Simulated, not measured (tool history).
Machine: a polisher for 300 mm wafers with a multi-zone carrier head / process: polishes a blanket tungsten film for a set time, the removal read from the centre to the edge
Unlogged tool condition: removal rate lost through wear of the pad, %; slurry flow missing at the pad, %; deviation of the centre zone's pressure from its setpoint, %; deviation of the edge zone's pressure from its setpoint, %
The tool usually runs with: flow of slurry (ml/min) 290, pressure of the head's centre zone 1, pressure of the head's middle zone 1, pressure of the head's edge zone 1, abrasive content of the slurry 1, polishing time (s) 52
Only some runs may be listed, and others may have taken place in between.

run,hour,flow of slurry (ml/min),pressure of the head's centre zone,pressure of the head's middle zone,pressure of the head's edge zone,abrasive content of the slurry,polishing time (s),wafers since the last listed run,wafers polished on this pad,hours since the slurry nozzle was cleaned,hours since the centre zone pressure was calibrated,hours since the edge zone pressure was calibrated,hours since the carrier head's membrane was replaced,"incoming thickness of the incoming film, nm",film removed at the wafer's centre (angstrom),film removed at mid-radius (angstrom),film removed at the wafer's edge (angstrom)
1,0,265,1,1,1,1,52,0,153,375.5,54.9,491.1,443,1018.3,2383,2459,2414
2,25.2,290,1,1,1,1,66,357,511,400.7,80.1,516.3,468.2,1018.7,3139,3129,3091
3,45.9,290,1,1,1,1,66,293,805,421.4,100.8,537,488.9,996.4,3153,3106,3055
4,61,290,1,1,1,1,66,214,1019,436.5,115.9,552.1,504,1007.1,3052,3119,3035
# hour 73.5: worn pad replaced by a new one
5,75.6,290,1,1,1,1,52,150,29,451.1,130.5,566.7,518.6,1005,2405,2442,2405
6,102.1,290,1,1,1,1,52,376,406,477.6,157,593.2,545.1,1013.3,2383,2425,2373
7,125.6,290,1,1,1,1,52,333,739,501.1,180.5,616.7,568.6,1005.3,2375,2394,2393
# hour 134: carrier head's membrane replaced by a new one
8,139.9,290,1,0.97,1,1,52,132,871,515.4,194.8,631,5.9,1023.3,2322,2295,2339
# hour 155.2: slurry nozzle cleaned
# hour 157.6: edge zone pressure recalibrated
9,160.2,290,1,0.97,1,1,52,245,1117,5,215.1,2.6,26.2,1007.8,2506,2484,2490
# hour 167.4: worn pad replaced by a new one
10,194.9,290,1,1,1,1,52,435,391,39.7,249.8,37.3,60.9,1006.3,2532,2544,2489
11,212.5,290,1,1,1,1,52,249,641,57.3,267.4,54.9,78.5,1011.8,2520,2527,2492
12,234.5,290,1.1,1,1,0.9,52,312,953,79.3,289.4,76.9,100.5,993.8,2666,2464,2397
13,248.7,245,1,1,1,1,52,201,1155,93.5,303.6,91.1,114.7,1025.3,2445,2491,2389
14,264.9,290,1,1.07,1.09,1,52,230,1385,109.7,319.8,107.3,130.9,1022.6,2493,2666,2590
# hour 270.1: worn pad replaced by a new one
15,284.1,290,0.96,1,1,1,52,215,199,128.9,339,126.5,150.1,1010.6,2403,2545,2481
# hour 295.4: centre zone pressure recalibrated
16,318.8,290,1,1,1,0.7,52,464,663,163.6,23.4,161.2,184.8,1006.9,2189,2214,2169
17,350.8,290,0.92,1.1,1,1.15,52,454,1118,195.6,55.4,193.2,216.8,1024.2,2438,2859,2575
# hour 378.7: worn pad replaced by a new one
18,409.5,290,1,1,0.93,1,60,776,436,254.3,114.1,251.9,275.5,1012.5,2858,2848,2715

3 options for the next run, each taken on its own from the tool as it stands now. Forecast them:
A,409.9,290,1.07,1,1,1,52,5,442,254.7,114.5,252.3,275.9,1004.7,?,?,?
B,409.9,255,0.94,1,1,1.2,57,5,442,254.7,114.5,252.3,275.9,1004.7,?,?,?
C,409.9,290,1,1,0.92,1,52,5,442,254.7,114.5,252.3,275.9,1004.7,?,?,?

run,film removed at the wafer's centre (angstrom),film removed at mid-radius (angstrom),film removed at the wafer's edge (angstrom)
A,2674,2465,2458
B,2676,2819,2823
C,2498,2466,2363
Had the tool no hidden state, the same runs would have come out as:
run,film removed at the wafer's centre (angstrom),film removed at mid-radius (angstrom),film removed at the wafer's edge (angstrom)
A,2758,2535,2511
B,2773,2911,2892
C,2576,2536,2414

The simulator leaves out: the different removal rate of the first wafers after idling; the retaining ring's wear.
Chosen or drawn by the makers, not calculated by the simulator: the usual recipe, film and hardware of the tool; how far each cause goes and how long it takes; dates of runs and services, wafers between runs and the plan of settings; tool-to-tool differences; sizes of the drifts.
